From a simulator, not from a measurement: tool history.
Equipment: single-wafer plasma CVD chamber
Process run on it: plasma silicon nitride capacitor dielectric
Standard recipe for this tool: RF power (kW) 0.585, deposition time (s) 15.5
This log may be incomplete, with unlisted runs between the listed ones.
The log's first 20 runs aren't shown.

run    hour  RF power (kW)  deposition time (s)  read-back reference wafer on the same gauge, thickness_nm  mean film thickness on the monitor wafer (Å)
     1414.6  -- gauge calibrated
 21  1458.3           0.62                 16.8                                                       23.8                                        270.61
 22  1508.6          0.545                 16.7                                                     23.806                                        262.06
 23  1601.4            0.5                 17.3                                                     23.796                                        267.78
 24  1714.5          0.585                 15.5                                                     23.812                                        244.31
 25  1772.8           0.62                 16.8                                                     23.801                                        269.94
 26  1822.7          0.585                 18.1                                                     23.787                                        288.32
 27  1910.9          0.585                 15.5                                                     23.783                                        245.41
 28  1953.7          0.585                 15.5                                                     23.806                                        246.36
 29  2032.4           0.49                 12.9                                                     23.813                                        197.28
 30  2112.2          0.555                 14.4                                                     23.825                                           226
 31  2209.7           0.68                 16.4                                                     23.798                                        266.94
 32  2307.8          0.585                 15.5                                                     23.771                                        244.56
     2351.8  -- RF generator calibrated
 33    2415          0.505                 16.5                                                     23.796                                        256.22
 34  2495.7          0.655                 16.4                                                     23.796                                        268.38
 35  2576.1          0.515                 15.5                                                     23.821                                        239.83
 36  2683.2          0.685                 14.4                                                     23.808                                        236.77
 37  2959.1            0.5                 12.4                                                     23.798                                        190.78
 38  3023.7          0.545                 16.3                                                     23.798                                        253.88
 39  3082.4          0.585                 15.5                                                     23.813                                         244.5
 40  3132.5           0.66                 16.4                                                       23.8                                        266.18
 41    3227          0.545                   13                                                     23.836                                        203.12
 42  3265.1          0.585                 16.7                                                      23.79                                        263.22
 43  3359.4           0.49                 18.1                                                     23.793                                        276.43
 44  3401.8           0.67                 12.9                                                     23.812                                        207.75
 45  3467.7           0.69                 12.6                                                     23.798                                        205.77

Predict each of these 3 candidate next runs independently; none follows another, all start after run 45:
  A  3468.1          0.585                 17.1                                                          ?                                             ?
  B  3468.1          0.685                 15.5                                                          ?                                             ?
  C  3468.1           0.62                 17.5                                                          ?                                             ?

run  read-back reference wafer on the same gauge, thickness_nm  mean film thickness on the monitor wafer (Å)
  A                                                     23.804                                        269.66
  B                                                     23.804                                        252.02
  C                                                     23.804                                        279.04
Stripped of hidden state, with their random variation kept, the same runs would have yielded:
run  mean film thickness on the monitor wafer (Å)
  A                                         274.3
  B                                        256.36
  C                                        283.84
